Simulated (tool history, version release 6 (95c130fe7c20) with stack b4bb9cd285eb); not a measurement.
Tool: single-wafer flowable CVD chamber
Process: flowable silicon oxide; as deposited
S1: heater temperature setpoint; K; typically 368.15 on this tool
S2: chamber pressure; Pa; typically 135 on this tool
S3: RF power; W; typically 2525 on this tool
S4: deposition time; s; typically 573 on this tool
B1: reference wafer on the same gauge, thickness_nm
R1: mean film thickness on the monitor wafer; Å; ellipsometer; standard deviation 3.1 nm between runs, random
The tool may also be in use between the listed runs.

run,hour,S1,S2,S3,S4,B1,R1
1,0.0,368.15,152,2525,606,522.268,7823.37
2,25.5,368.15,135,2525,573,522.967,6701.61
3,39.6,368.15,135,2525,573,523.015,6607.06
4,69.7,368.15,135,2525,573,523.990,6694.74
# hour 80.4: gauge calibrated
5,87.9,368.15,135,2525,573,523.048,6639.48
6,114.1,368.15,135,2525,573,522.622,6636.43
# hour 129.3: capacitance manometer re-zeroed and calibrated
7,131.7,368.15,135,2525,573,523.032,6615.65
8,166.5,368.15,135,2525,573,523.320,6642.87
9,183.5,364.15,135,2525,573,523.517,7439.39
10,201.4,364.15,135,2525,573,522.399,7532.74
11,217.1,362.15,105,2280,516,523.366,5469.00
12,236.3,378.15,161,2705,498,523.133,5116.86
# hour 282.3: thermocouple changed; heater temperature recalibrated
13,294.9,368.15,156,2525,465,523.789,6824.85
# hour 304.1: showerhead replaced
14,323.2,368.15,155,2985,573,522.201,8595.57
15,335.4,357.15,117,2525,573,522.664,8711.41
16,352.4,368.15,161,2220,497,523.528,7362.84
17,367.8,368.15,135,2525,491,522.748,6326.01
18,394.8,368.15,121,2040,573,523.407,6432.88
19,429.7,357.15,135,2805,672,522.682,11884.36
# hour 438.9: RF generator calibrated
# hour 452.1: thermocouple changed; heater temperature recalibrated, repeated, since the last time left the tool worse
20,452.6,368.15,135,2525,573,523.549,6136.01
21,504.1,359.15,109,2525,573,522.374,6565.92
22,522.1,368.15,156,2525,647,522.552,8086.08
23,536.4,363.15,135,2160,573,522.431,7122.73
24,548.4,368.15,135,2525,573,522.429,6246.81
25,576.3,368.15,135,2525,573,523.124,6233.13
26,600.9,355.15,135,2170,573,523.425,8895.06
27,634.5,368.15,135,2890,668,522.543,7474.34
28,656.8,368.15,135,2525,573,523.233,6289.25
29,685.7,368.15,135,2180,573,523.286,6201.10

Consider 3 possible next runs. They are alternatives, not a sequence: every one starts from the tool as it was left by run 29. What does each give?
A,686.3,368.15,135,2525,573,?,?
B,686.3,376.15,135,2525,573,?,?
C,686.3,368.15,105,2525,685,?,?

run,B1,R1
A,523.175,6355.11
B,523.175,4968.28
C,523.175,5954.41
Without the tool's hidden state the same runs would have given:
run,R1
A,6096.24
B,4762.23
C,5711.86
